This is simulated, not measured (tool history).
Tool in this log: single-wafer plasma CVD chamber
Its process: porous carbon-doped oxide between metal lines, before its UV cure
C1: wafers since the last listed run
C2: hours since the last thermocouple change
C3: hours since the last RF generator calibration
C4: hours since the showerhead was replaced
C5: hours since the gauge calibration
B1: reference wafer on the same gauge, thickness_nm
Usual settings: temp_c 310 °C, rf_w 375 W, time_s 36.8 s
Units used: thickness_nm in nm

{"run": 1, "hour": 0.0, "temp_c": 310, "rf_w": 315, "time_s": 41.1, "C1": 0, "C2": 821, "C3": 878.3, "C4": 3599.6, "C5": 411.5, "B1": 169.493, "thickness_nm": 144.892}
{"run": 2, "hour": 48.9, "temp_c": 310, "rf_w": 315, "time_s": 41.1, "C1": 796, "C2": 869.9, "C3": 927.2, "C4": 3648.5, "C5": 460.4, "B1": 169.817, "thickness_nm": 144.19}
{"run": 3, "hour": 108.0, "temp_c": 310, "rf_w": 375, "time_s": 36.8, "C1": 962, "C2": 929, "C3": 986.3, "C4": 3707.6, "C5": 519.5, "B1": 170.355, "thickness_nm": 150.38}
{"run": 4, "hour": 162.3, "temp_c": 310, "rf_w": 375, "time_s": 36.8, "C1": 884, "C2": 983.3, "C3": 1040.6, "C4": 3761.9, "C5": 573.8, "B1": 170.565, "thickness_nm": 150.935}
{"run": 5, "hour": 203.3, "temp_c": 310, "rf_w": 375, "time_s": 36.8, "C1": 667, "C2": 1024.3, "C3": 1081.6, "C4": 3802.9, "C5": 614.8, "B1": 170.864, "thickness_nm": 152.335}
{"hour": 245.8, "done": "gauge calibrated"}
{"hour": 248.4, "done": "showerhead replaced"}
{"run": 6, "hour": 271.9, "temp_c": 310, "rf_w": 375, "time_s": 36.8, "C1": 987, "C2": 1092.9, "C3": 1150.2, "C4": 23.5, "C5": 26.1, "B1": 166.696, "thickness_nm": 147.401}
{"run": 7, "hour": 335.8, "temp_c": 310, "rf_w": 375, "time_s": 36.8, "C1": 1041, "C2": 1156.8, "C3": 1214.1, "C4": 87.4, "C5": 90, "B1": 167.093, "thickness_nm": 148.54}
{"run": 8, "hour": 375.5, "temp_c": 310, "rf_w": 315, "time_s": 41.1, "C1": 646, "C2": 1196.5, "C3": 1253.8, "C4": 127.1, "C5": 129.7, "B1": 167.42, "thickness_nm": 141.766}
{"hour": 430.9, "done": "RF generator calibrated"}
{"run": 9, "hour": 442.2, "temp_c": 304, "rf_w": 375, "time_s": 36.8, "C1": 956, "C2": 1263.2, "C3": 11.3, "C4": 193.8, "C5": 196.4, "B1": 167.899, "thickness_nm": 154.596}
{"run": 10, "hour": 504.3, "temp_c": 320, "rf_w": 375, "time_s": 39.6, "C1": 1011, "C2": 1325.3, "C3": 73.4, "C4": 255.9, "C5": 258.5, "B1": 168.309, "thickness_nm": 151.522}
{"hour": 543.9, "done": "thermocouple changed; heater temperature recalibrated"}
{"run": 11, "hour": 572.9, "temp_c": 305, "rf_w": 435, "time_s": 34.7, "C1": 987, "C2": 29, "C3": 142, "C4": 324.5, "C5": 327.1, "B1": 168.739, "thickness_nm": 164.926}
{"run": 12, "hour": 632.8, "temp_c": 314, "rf_w": 340, "time_s": 36.8, "C1": 975, "C2": 88.9, "C3": 201.9, "C4": 384.4, "C5": 387, "B1": 169.199, "thickness_nm": 134.13}
{"run": 13, "hour": 686.3, "temp_c": 310, "rf_w": 375, "time_s": 30.8, "C1": 871, "C2": 142.4, "C3": 255.4, "C4": 437.9, "C5": 440.5, "B1": 169.4, "thickness_nm": 126.212}
{"run": 14, "hour": 728.5, "temp_c": 305, "rf_w": 435, "time_s": 36.8, "C1": 687, "C2": 184.6, "C3": 297.6, "C4": 480.1, "C5": 482.7, "B1": 169.737, "thickness_nm": 175.652}
{"run": 15, "hour": 768.2, "temp_c": 310, "rf_w": 395, "time_s": 32.8, "C1": 646, "C2": 224.3, "C3": 337.3, "C4": 519.8, "C5": 522.4, "B1": 170.01, "thickness_nm": 141.064}

Here are 5 independent what-if runs from the current tool condition. What would each one return?
{"run": "A", "hour": 768.6, "temp_c": 319, "rf_w": 375, "time_s": 36.8, "C1": 6, "C2": 224.7, "C3": 337.7, "C4": 520.2, "C5": 522.8, "B1": "?", "thickness_nm": "?"}
{"run": "B", "hour": 768.6, "temp_c": 301, "rf_w": 435, "time_s": 38.8, "C1": 6, "C2": 224.7, "C3": 337.7, "C4": 520.2, "C5": 522.8, "B1": "?", "thickness_nm": "?"}
{"run": "C", "hour": 768.6, "temp_c": 310, "rf_w": 350, "time_s": 36.8, "C1": 6, "C2": 224.7, "C3": 337.7, "C4": 520.2, "C5": 522.8, "B1": "?", "thickness_nm": "?"}
{"run": "D", "hour": 768.6, "temp_c": 323, "rf_w": 345, "time_s": 43.8, "C1": 6, "C2": 224.7, "C3": 337.7, "C4": 520.2, "C5": 522.8, "B1": "?", "thickness_nm": "?"}
{"run": "E", "hour": 768.6, "temp_c": 310, "rf_w": 325, "time_s": 36.8, "C1": 6, "C2": 224.7, "C3": 337.7, "C4": 520.2, "C5": 522.8, "B1": "?", "thickness_nm": "?"}

run=A B1=170.044 thickness_nm=143.433
run=B B1=170.044 thickness_nm=190.725
run=C B1=170.044 thickness_nm=142.558
run=D B1=170.044 thickness_nm=154.675
run=E B1=170.044 thickness_nm=133.703
With the hidden condition removed and each run's random variation left untouched, the same runs would have given:
run=A thickness_nm=140.854
run=B thickness_nm=187.295
run=C thickness_nm=139.995
run=D thickness_nm=151.894
run=E thickness_nm=131.299
